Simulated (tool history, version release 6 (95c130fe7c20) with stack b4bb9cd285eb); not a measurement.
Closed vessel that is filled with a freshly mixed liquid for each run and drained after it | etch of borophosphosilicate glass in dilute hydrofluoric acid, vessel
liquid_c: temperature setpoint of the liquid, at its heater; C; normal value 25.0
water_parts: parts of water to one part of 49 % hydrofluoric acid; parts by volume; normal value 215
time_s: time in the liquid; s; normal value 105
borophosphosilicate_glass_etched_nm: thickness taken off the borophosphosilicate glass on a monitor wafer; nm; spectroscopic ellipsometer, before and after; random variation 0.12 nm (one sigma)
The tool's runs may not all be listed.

run,day,liquid_c,water_parts,time_s,"read-back film thickness of the borophosphosilicate glass reference wafer, read on the same gauge (nm)",borophosphosilicate_glass_etched_nm
1,0.000,21.5,215,105,80.03,17.61
2,0.517,25.0,215,105,80.00,20.25
3,1.029,25.0,215,105,80.02,19.96
4,1.592,25.0,215,105,80.01,17.11
5,1.962,25.0,215,145,79.97,23.35
6,2.221,25.0,175,105,80.01,21.90
7,2.629,25.0,175,105,79.94,21.75
8,3.038,25.0,175,105,80.01,22.07
9,3.638,23.0,215,105,79.99,15.93
10,4.192,23.5,255,105,80.00,13.03
11,4.912,25.0,170,125,79.98,26.97
12,5.500,29.5,305,105,80.00,12.61
13,6.208,25.0,105,70,79.98,26.54
14,6.712,25.0,120,125,80.00,41.20
15,7.412,25.0,130,105,79.99,31.51
16,7.675,25.0,215,105,80.00,17.16
17,7.938,23.5,215,75,80.01,11.75
18,8.512,25.0,215,105,80.02,17.12
19,9.175,25.0,215,105,80.02,17.60
20,9.912,21.0,175,85,79.97,15.59
21,10.467,25.0,215,140,80.02,22.97
22,10.717,25.0,115,155,80.01,54.03
23,11.417,25.0,215,55,80.01,9.14
24,12.038,26.5,140,80,79.98,23.26
25,12.288,27.0,145,105,79.99,30.01
26,12.862,25.0,215,65,80.00,10.77
27,13.475,25.0,215,80,80.01,13.27
28,13.771,23.5,320,140,79.99,13.49
29,14.388,29.5,215,105,80.01,20.50
30,14.650,25.0,215,160,79.97,27.10
31,14.908,21.5,215,65,80.00,9.59
32,15.588,28.0,215,140,79.99,26.33

Not shown here: 3 entries made in the log between runs. Locate each between two listed runs and compare the hidden state at the listed run before it with the hidden state at the listed run after it:
In the gap between runs 2 and 3: thermometer replaced (day 1.008)
  hydrofluoric acid flow above the setpoint (%): 14.9 -> 15
  measured value less the no-hidden-state value, borophosphosilicate_glass_etched_nm: +3.16 -> +3.13 nm
In the gap between runs 3 and 4: hydrofluoric acid flow meter replaced (day 1.142)
  hydrofluoric acid flow above the setpoint (%): 15 -> 0.56
  measured value less the no-hidden-state value, borophosphosilicate_glass_etched_nm: +3.13 -> +0.12 nm
In the gap between runs 12 and 13: gauge calibrated (day 5.671)
  hydrofluoric acid flow above the setpoint (%): 1.51 -> 1.69
  measured value less the no-hidden-state value, borophosphosilicate_glass_etched_nm: +0.25 -> +0.50 nm

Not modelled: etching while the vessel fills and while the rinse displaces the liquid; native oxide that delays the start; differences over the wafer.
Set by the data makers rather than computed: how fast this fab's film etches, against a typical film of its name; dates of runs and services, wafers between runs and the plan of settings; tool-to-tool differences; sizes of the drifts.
